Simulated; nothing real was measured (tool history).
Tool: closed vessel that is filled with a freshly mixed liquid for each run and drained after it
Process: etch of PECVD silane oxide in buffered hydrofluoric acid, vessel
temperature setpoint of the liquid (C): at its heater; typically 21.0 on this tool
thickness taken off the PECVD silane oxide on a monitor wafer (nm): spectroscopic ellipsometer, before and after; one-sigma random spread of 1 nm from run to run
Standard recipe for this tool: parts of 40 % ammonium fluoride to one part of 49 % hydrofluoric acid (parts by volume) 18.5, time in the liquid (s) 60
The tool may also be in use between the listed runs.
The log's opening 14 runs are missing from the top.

run,hour,temperature setpoint of the liquid (C),parts of 40 % ammonium fluoride to one part of 49 % hydrofluoric acid (parts by volume),time in the liquid (s),"read-back film thickness of the PECVD silane oxide reference wafer, read on the same gauge (nm)",thickness taken off the PECVD silane oxide on a monitor wafer (nm)
15,174.1,21.0,22.5,80,130.02,145.62
# hour 176.5: thermometer replaced
16,203.4,21.0,13.5,40,130.00,115.61
17,220.0,23.0,18.5,50,130.00,116.42
18,238.0,21.0,18.5,60,129.99,125.69
19,248.7,18.5,24.5,40,130.00,59.53
20,262.6,21.0,12.5,50,129.99,154.31
21,273.0,23.0,23.0,60,129.99,118.15
22,283.7,18.5,23.5,85,130.00,127.04
# hour 288.5: hydrofluoric acid flow meter replaced
# hour 294.1: gauge calibrated
23,300.5,25.0,12.0,45,129.99,183.46
24,315.3,22.5,13.0,85,129.99,276.44
25,325.2,21.0,22.5,30,130.03,54.54
26,341.8,25.0,11.5,85,129.99,358.34
27,355.0,21.0,18.5,60,130.01,127.00
28,367.0,21.0,18.5,60,130.01,126.02
29,382.4,21.0,18.5,60,130.02,128.59
30,396.0,21.0,18.5,60,129.99,127.52
31,404.7,21.0,18.5,60,129.99,124.78
32,419.6,21.0,18.5,60,130.01,127.41
33,434.2,25.0,18.5,40,130.01,105.47

What if the next run were any one of these 4? Each begins from the tool's condition after run 33:
A,434.9,21.0,18.5,60,?,?
B,434.9,21.0,14.5,60,?,?
C,434.9,23.0,25.0,95,?,?
D,434.9,24.0,24.0,60,?,?

run,"read-back film thickness of the PECVD silane oxide reference wafer, read on the same gauge (nm)",thickness taken off the PECVD silane oxide on a monitor wafer (nm)
A,129.99,127.68
B,129.99,162.31
C,129.99,179.33
D,129.99,123.09
What these runs would have given with no unlogged condition in the tool:
run,thickness taken off the PECVD silane oxide on a monitor wafer (nm)
A,127.68
B,162.31
C,179.33
D,123.09
